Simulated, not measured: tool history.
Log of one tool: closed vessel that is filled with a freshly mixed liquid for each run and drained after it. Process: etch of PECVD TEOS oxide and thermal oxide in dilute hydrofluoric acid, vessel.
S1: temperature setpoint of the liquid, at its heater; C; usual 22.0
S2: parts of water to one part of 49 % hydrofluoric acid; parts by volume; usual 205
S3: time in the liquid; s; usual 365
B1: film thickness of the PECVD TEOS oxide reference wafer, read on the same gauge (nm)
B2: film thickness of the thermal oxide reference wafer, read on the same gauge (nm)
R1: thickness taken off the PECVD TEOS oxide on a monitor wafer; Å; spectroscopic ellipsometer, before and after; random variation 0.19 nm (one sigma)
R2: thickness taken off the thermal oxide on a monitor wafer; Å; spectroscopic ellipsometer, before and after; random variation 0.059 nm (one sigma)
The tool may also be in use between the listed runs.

run 1 day=0.000 | S1=22.0 S2=205 S3=365 | B1=70.01 B2=119.99 | R1=406.5 R2=65.3
-- day=0.571 hydrofluoric acid flow meter replaced
run 2 day=0.592 | S1=22.0 S2=165 S3=365 | B1=69.99 B2=119.97 | R1=552.1 R2=89.5
run 3 day=0.850 | S1=22.0 S2=165 S3=365 | B1=70.00 B2=119.98 | R1=549.5 R2=88.9
run 4 day=1.600 | S1=22.0 S2=165 S3=365 | B1=70.02 B2=120.00 | R1=545.7 R2=88.6
run 5 day=2.242 | S1=22.0 S2=205 S3=365 | B1=70.01 B2=120.02 | R1=422.5 R2=69.5
run 6 day=2.600 | S1=17.5 S2=155 S3=470 | B1=70.01 B2=120.02 | R1=635.1 R2=102.9
run 7 day=3.346 | S1=22.0 S2=205 S3=365 | B1=69.99 B2=120.00 | R1=420.8 R2=68.3
run 8 day=3.800 | S1=22.0 S2=205 S3=365 | B1=69.99 B2=119.96 | R1=421.5 R2=67.6
run 9 day=4.150 | S1=22.0 S2=160 S3=365 | B1=70.00 B2=119.99 | R1=568.8 R2=91.4
run 10 day=4.617 | S1=19.5 S2=205 S3=365 | B1=70.00 B2=120.00 | R1=386.2 R2=62.1
run 11 day=5.012 | S1=23.5 S2=205 S3=300 | B1=70.00 B2=120.03 | R1=371.7 R2=60.4
run 12 day=5.362 | S1=26.5 S2=165 S3=365 | B1=69.99 B2=120.02 | R1=650.3 R2=104.7
run 13 day=5.796 | S1=22.0 S2=250 S3=450 | B1=70.00 B2=119.99 | R1=407.4 R2=66.3
run 14 day=6.167 | S1=23.5 S2=155 S3=145 | B1=70.00 B2=120.02 | R1=247.7 R2=40.1
run 15 day=6.775 | S1=17.0 S2=285 S3=180 | B1=70.01 B2=119.99 | R1=114.9 R2=18.5
run 16 day=7.392 | S1=17.0 S2=285 S3=180 | B1=69.99 B2=119.99 | R1=114.7 R2=18.7
run 17 day=8.046 | S1=24.0 S2=250 S3=295 | B1=70.01 B2=120.00 | R1=286.0 R2=47.2
-- day=8.092 gauge calibrated
run 18 day=8.483 | S1=17.5 S2=155 S3=470 | B1=70.01 B2=120.01 | R1=631.5 R2=102.7
-- day=9.862 thermometer replaced
run 19 day=10.446 | S1=22.0 S2=205 S3=365 | B1=70.00 B2=119.97 | R1=422.6 R2=68.6
run 20 day=11.079 | S1=24.5 S2=245 S3=295 | B1=70.01 B2=120.01 | R1=298.6 R2=48.7
run 21 day=11.508 | S1=27.0 S2=120 S3=365 | B1=70.01 B2=120.03 | R1=950.4 R2=155.0
run 22 day=13.242 | S1=22.0 S2=205 S3=505 | B1=70.00 B2=120.03 | R1=582.6 R2=93.5
run 23 day=13.596 | S1=18.0 S2=270 S3=310 | B1=70.00 B2=119.99 | R1=217.8 R2=35.6
run 24 day=14.100 | S1=22.0 S2=205 S3=430 | B1=70.01 B2=120.01 | R1=494.7 R2=80.5
run 25 day=15.138 | S1=22.0 S2=205 S3=365 | B1=70.00 B2=120.01 | R1=419.3 R2=68.7
run 26 day=15.696 | S1=22.0 S2=205 S3=365 | B1=70.00 B2=120.00 | R1=419.5 R2=67.8
run 27 day=16.246 | S1=22.0 S2=115 S3=365 | B1=70.00 B2=120.00 | R1=828.1 R2=134.2

3 ways to go on from here, each from the tool as it stands after run 27. What would each give?
run A day=16.279 | S1=20.5 S2=205 S3=365 | B1=? B2=? | R1=? R2=?
run B day=16.279 | S1=22.0 S2=270 S3=365 | B1=? B2=? | R1=? R2=?
run C day=16.279 | S1=17.5 S2=170 S3=295 | B1=? B2=? | R1=? R2=?

run=A B1=69.99 B2=120.02 R1=395.1 R2=63.7
run=B B1=69.99 B2=120.02 R1=297.6 R2=48.0
run=C B1=69.99 B2=120.02 R1=354.2 R2=57.1
Without the tool's hidden state the same runs would have given:
run=A R1=400.8 R2=64.6
run=B R1=302.1 R2=48.7
run=C R1=359.2 R2=57.9
